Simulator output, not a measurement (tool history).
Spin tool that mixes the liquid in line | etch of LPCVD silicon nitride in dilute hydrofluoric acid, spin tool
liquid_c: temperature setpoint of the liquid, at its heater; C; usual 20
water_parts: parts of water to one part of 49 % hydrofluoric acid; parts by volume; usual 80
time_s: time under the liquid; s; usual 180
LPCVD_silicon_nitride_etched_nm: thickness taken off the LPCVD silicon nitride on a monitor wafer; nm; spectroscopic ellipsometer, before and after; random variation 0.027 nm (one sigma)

| run | hour | liquid_c | water_parts | time_s | read-back film thickness of the LPCVD silicon nitride reference wafer, read on the same gauge (nm) | LPCVD_silicon_nitride_etched_nm |
|---|---|---|---|---|---|---|
| 1 | 0 | 20 | 80 | 180 | 60.003 | 0.722 |
| 2 | 80.1 | 20 | 80 | 180 | 59.998 | 0.711 |
| 3 | 150.1 | 20 | 80 | 180 | 59.998 | 0.655 |
| 4 | 202.7 | 20 | 80 | 180 | 60.002 | 0.678 |
| 5 | 256.4 | 20 | 105 | 180 | 60.003 | 0.495 |
| 6 | 310.6 | 20 | 105 | 180 | 60.005 | 0.51 |
| 7 | 378.9 | 20 | 105 | 180 | 60.014 | 0.509 |
|  | 386.8 | thermometer replaced |
| 8 | 422.3 | 20 | 80 | 180 | 59.998 | 0.787 |
|  | 452.5 | hydrofluoric acid flow meter replaced |
| 9 | 507.6 | 17 | 80 | 180 | 60.009 | 0.61 |
| 10 | 614.4 | 20 | 80 | 180 | 60.004 | 0.752 |
| 11 | 705.4 | 20 | 80 | 255 | 59.999 | 1.088 |
|  | 715.9 | gauge calibrated |
| 12 | 773 | 20 | 80 | 180 | 60.001 | 0.652 |
| 13 | 841.9 | 20 | 80 | 180 | 60 | 0.701 |
| 14 | 922.6 | 20 | 90 | 180 | 59.99 | 0.615 |
| 15 | 989.7 | 17 | 120 | 130 | 60.002 | 0.279 |
| 16 | 1081.5 | 17.5 | 95 | 270 | 59.996 | 0.724 |

Hidden state or all else? Some run-to-run changes of LPCVD_silicon_nitride_etched_nm, split into what the settings, what came in and random variation would give without the hidden state, and what is left for the hidden state (with any gauge scatter that isn't in both results):
The hidden state here: liquid colder than its thermometer reads (K); hydrofluoric acid flow above the setpoint (%); gauge reads high (%).
Run 7 -> 8: water_parts 105 -> 80, thermometer replaced. LPCVD_silicon_nitride_etched_nm +0.278 nm: hidden state +0.086, all else +0.192.
Run 15 -> 16: liquid_c 17 -> 17.5, water_parts 120 -> 95, time_s 130 -> 270. LPCVD_silicon_nitride_etched_nm +0.445 nm: hidden state -0.076, all else +0.521.

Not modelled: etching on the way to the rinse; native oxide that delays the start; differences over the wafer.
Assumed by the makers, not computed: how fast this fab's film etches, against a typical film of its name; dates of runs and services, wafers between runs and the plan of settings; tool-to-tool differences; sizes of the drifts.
